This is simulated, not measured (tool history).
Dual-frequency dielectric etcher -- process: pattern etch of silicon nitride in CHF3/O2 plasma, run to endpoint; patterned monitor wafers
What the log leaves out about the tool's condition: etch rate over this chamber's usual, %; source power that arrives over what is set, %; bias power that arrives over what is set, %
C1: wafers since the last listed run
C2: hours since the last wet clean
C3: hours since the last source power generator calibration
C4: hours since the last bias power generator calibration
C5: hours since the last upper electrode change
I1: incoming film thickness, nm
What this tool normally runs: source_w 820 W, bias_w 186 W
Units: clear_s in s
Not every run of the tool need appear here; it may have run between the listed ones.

Run 1, hour 0.0: usual settings; C1 0; C2 292.0; C3 1464.7; C4 4341.5; C5 2469.5; I1 102.9. Result: clear_s 66.7 s.
Run 2, hour 17.3: usual settings; C1 238; C2 309.3; C3 1482.0; C4 4358.8; C5 2486.8; I1 102.4. Result: clear_s 65.8 s.
Run 3, hour 27.5: usual settings; C1 140; C2 319.5; C3 1492.2; C4 4369.0; C5 2497.0; I1 102.3. Result: clear_s 66.4 s.
Run 4, hour 45.4: usual settings; C1 247; C2 337.4; C3 1510.1; C4 4386.9; C5 2514.9; I1 103.6. Result: clear_s 66.7 s.
Run 5, hour 57.2: usual settings but source_w 920 W; C1 163; C2 349.2; C3 1521.9; C4 4398.7; C5 2526.7; I1 102.8. Result: clear_s 63.8 s.
Run 6, hour 74.5: usual settings; C1 238; C2 366.5; C3 1539.2; C4 4416.0; C5 2544.0; I1 103.6. Result: clear_s 67.4 s.
Run 7, hour 87.5: usual settings but source_w 660 W; C1 179; C2 379.5; C3 1552.2; C4 4429.0; C5 2557.0; I1 103.8. Result: clear_s 73.2 s.
Run 8, hour 96.9: usual settings but bias_w 221 W; C1 129; C2 388.9; C3 1561.6; C4 4438.4; C5 2566.4; I1 103.3. Result: clear_s 63.1 s.
At hour 127.0: source power generator calibrated.
Run 9, hour 129.5: usual settings but bias_w 221 W; C1 395; C2 421.5; C3 2.5; C4 4471.0; C5 2599.0; I1 102.5. Result: clear_s 62.7 s.
Run 10, hour 145.5: usual settings but source_w 960 W, bias_w 220 W; C1 221; C2 437.5; C3 18.5; C4 4487.0; C5 2615.0; I1 102.7. Result: clear_s 59.2 s.
Run 11, hour 158.4: usual settings but source_w 960 W, bias_w 220 W; C1 178; C2 450.4; C3 31.4; C4 4499.9; C5 2627.9; I1 102.3. Result: clear_s 58.8 s.
Run 12, hour 166.7: usual settings; C1 114; C2 458.7; C3 39.7; C4 4508.2; C5 2636.2; I1 102.6. Result: clear_s 66.6 s.
At hour 196.8: wet clean of the chamber.
At hour 214.8: upper electrode replaced.
Run 13, hour 215.3: usual settings but source_w 940 W, bias_w 204 W; C1 91; C2 18.5; C3 88.3; C4 4556.8; C5 0.5; I1 102.4. Result: clear_s 59.0 s.
Run 14, hour 215.6: usual settings but source_w 870 W, bias_w 148 W; C1 4; C2 18.8; C3 88.6; C4 4557.1; C5 0.8; I1 103.4. Result: clear_s 69.0 s.
Run 15, hour 215.9: usual settings but source_w 710 W, bias_w 228 W; C1 4; C2 19.1; C3 88.9; C4 4557.4; C5 1.1; I1 102.9. Result: clear_s 63.7 s.
Run 16, hour 216.3: usual settings but source_w 660 W, bias_w 229 W; C1 5; C2 19.5; C3 89.3; C4 4557.8; C5 1.5; I1 103.4. Result: clear_s 66.1 s.
Run 17, hour 226.6: usual settings but bias_w 221 W; C1 142; C2 29.8; C3 99.6; C4 4568.1; C5 11.8; I1 101.9. Result: clear_s 60.2 s.
Run 18, hour 241.5: usual settings; C1 205; C2 44.7; C3 114.5; C4 4583.0; C5 26.7; I1 103.0. Result: clear_s 64.8 s.
At hour 248.2: bias power generator calibrated.
Run 19, hour 250.8: usual settings but source_w 720 W, bias_w 225 W; C1 73; C2 54.0; C3 123.8; C4 2.6; C5 36.0; I1 103.3. Result: clear_s 63.7 s.
Run 20, hour 264.2: usual settings but source_w 990 W, bias_w 174 W; C1 185; C2 67.4; C3 137.2; C4 16.0; C5 49.4; I1 103.0. Result: clear_s 61.7 s.
Run 21, hour 272.6: usual settings but source_w 950 W, bias_w 158 W; C1 116; C2 75.8; C3 145.6; C4 24.4; C5 57.8; I1 102.9. Result: clear_s 64.9 s.
Run 22, hour 283.3: usual settings; C1 147; C2 86.5; C3 156.3; C4 35.1; C5 68.5; I1 102.4. Result: clear_s 64.6 s.
Run 23, hour 295.1: usual settings but source_w 690 W, bias_w 201 W; C1 163; C2 98.3; C3 168.1; C4 46.9; C5 80.3; I1 102.4. Result: clear_s 67.7 s.
Run 24, hour 307.9: usual settings but source_w 910 W, bias_w 151 W; C1 176; C2 111.1; C3 180.9; C4 59.7; C5 93.1; I1 103.2. Result: clear_s 67.0 s.
Run 25, hour 324.7: usual settings but source_w 1010 W, bias_w 226 W; C1 232; C2 127.9; C3 197.7; C4 76.5; C5 109.9; I1 102.2. Result: clear_s 56.0 s.
Run 26, hour 335.5: usual settings; C1 149; C2 138.7; C3 208.5; C4 87.3; C5 120.7; I1 102.5. Result: clear_s 65.1 s.
Run 27, hour 350.0: usual settings but source_w 650 W, bias_w 211 W; C1 200; C2 153.2; C3 223.0; C4 101.8; C5 135.2; I1 102.1. Result: clear_s 68.0 s.
Run 28, hour 365.8: usual settings but source_w 1010 W, bias_w 169 W; C1 218; C2 169.0; C3 238.8; C4 117.6; C5 151.0; I1 103.0. Result: clear_s 62.4 s.
Run 29, hour 380.7: usual settings; C1 205; C2 183.9; C3 253.7; C4 132.5; C5 165.9; I1 102.7. Result: clear_s 65.8 s.
Run 30, hour 393.1: usual settings but source_w 930 W; C1 171; C2 196.3; C3 266.1; C4 144.9; C5 178.3; I1 102.5. Result: clear_s 62.0 s.
Run 31, hour 405.2: usual settings but source_w 950 W, bias_w 228 W; C1 167; C2 208.4; C3 278.2; C4 157.0; C5 190.4; I1 102.4. Result: clear_s 57.1 s.
Run 32, hour 422.0: usual settings but source_w 910 W, bias_w 145 W; C1 232; C2 225.2; C3 295.0; C4 173.8; C5 207.2; I1 102.5. Result: clear_s 68.6 s.
Run 33, hour 429.7: usual settings; C1 106; C2 232.9; C3 302.7; C4 181.5; C5 214.9; I1 101.7. Result: clear_s 64.5 s.
Run 34, hour 444.0: usual settings but source_w 750 W; C1 197; C2 247.2; C3 317.0; C4 195.8; C5 229.2; I1 102.9. Result: clear_s 67.7 s.

Below are 5 alternative next runs, each starting from the tool's condition after run 34. Predict each:
Run A, hour 444.4: usual settings but source_w 700 W; C1 5; C2 247.6; C3 317.4; C4 196.2; C5 229.6; I1 103.2. Result: clear_s ?.
Run B, hour 444.4: usual settings but source_w 660 W, bias_w 167 W; C1 5; C2 247.6; C3 317.4; C4 196.2; C5 229.6; I1 103.2. Result: clear_s ?.
Run C, hour 444.4: usual settings but source_w 760 W, bias_w 199 W; C1 5; C2 247.6; C3 317.4; C4 196.2; C5 229.6; I1 103.2. Result: clear_s ?.
Run D, hour 444.4: usual settings but source_w 900 W, bias_w 207 W; C1 5; C2 247.6; C3 317.4; C4 196.2; C5 229.6; I1 103.2. Result: clear_s ?.
Run E, hour 444.4: usual settings but source_w 740 W; C1 5; C2 247.6; C3 317.4; C4 196.2; C5 229.6; I1 103.2. Result: clear_s ?.

run  clear_s
  A     69.9
  B     74.2
  C     66.1
  D     61.1
  E     68.4
Without the tool's hidden state the same runs would have given:
run  clear_s
  A     68.8
  B     73.1
  C     65.1
  D     60.1
  E     67.3
